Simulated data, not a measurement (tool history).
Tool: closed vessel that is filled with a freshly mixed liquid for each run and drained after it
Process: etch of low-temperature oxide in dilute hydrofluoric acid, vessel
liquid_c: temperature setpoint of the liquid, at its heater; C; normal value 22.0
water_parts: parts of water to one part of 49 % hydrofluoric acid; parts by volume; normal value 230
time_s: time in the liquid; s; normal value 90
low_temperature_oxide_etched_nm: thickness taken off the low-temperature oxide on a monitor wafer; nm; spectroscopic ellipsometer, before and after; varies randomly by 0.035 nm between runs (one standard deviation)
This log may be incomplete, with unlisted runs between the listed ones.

run,day,liquid_c,water_parts,time_s,"read-back film thickness of the low-temperature oxide reference wafer, read on the same gauge (nm)",low_temperature_oxide_etched_nm
1,0.000,22.0,230,90,29.964,3.917
2,1.029,22.0,230,90,30.004,3.901
3,2.133,22.0,230,90,29.990,3.872
4,3.088,25.5,230,90,30.017,4.385
# day 4.521: hydrofluoric acid flow meter replaced
5,6.129,25.5,230,90,29.999,5.035
6,6.704,22.0,230,90,29.956,4.425
# day 7.529: thermometer replaced
7,7.546,22.0,230,90,29.976,4.360
8,8.471,25.0,230,140,29.989,7.513
9,9.312,22.0,260,125,29.984,5.171
10,10.504,22.0,230,90,30.041,4.317
# day 10.833: gauge calibrated
11,11.792,19.0,260,110,29.983,4.008
12,13.258,26.0,270,135,29.999,5.894
13,14.167,22.0,230,90,30.015,4.197
14,14.992,18.0,230,90,30.012,3.606

4 ways to go on from here, each from the tool as it stands after run 14. What would each give?
A,15.021,22.0,230,90,?,?
B,15.021,19.5,230,90,?,?
C,15.021,20.5,120,55,?,?
D,15.021,20.0,230,90,?,?

run,"read-back film thickness of the low-temperature oxide reference wafer, read on the same gauge (nm)",low_temperature_oxide_etched_nm
A,30.003,4.188
B,30.003,3.814
C,30.003,5.213
D,30.003,3.887
Without the tool's hidden state the same runs would have given:
run,low_temperature_oxide_etched_nm
A,4.418
B,4.022
C,5.476
D,4.099
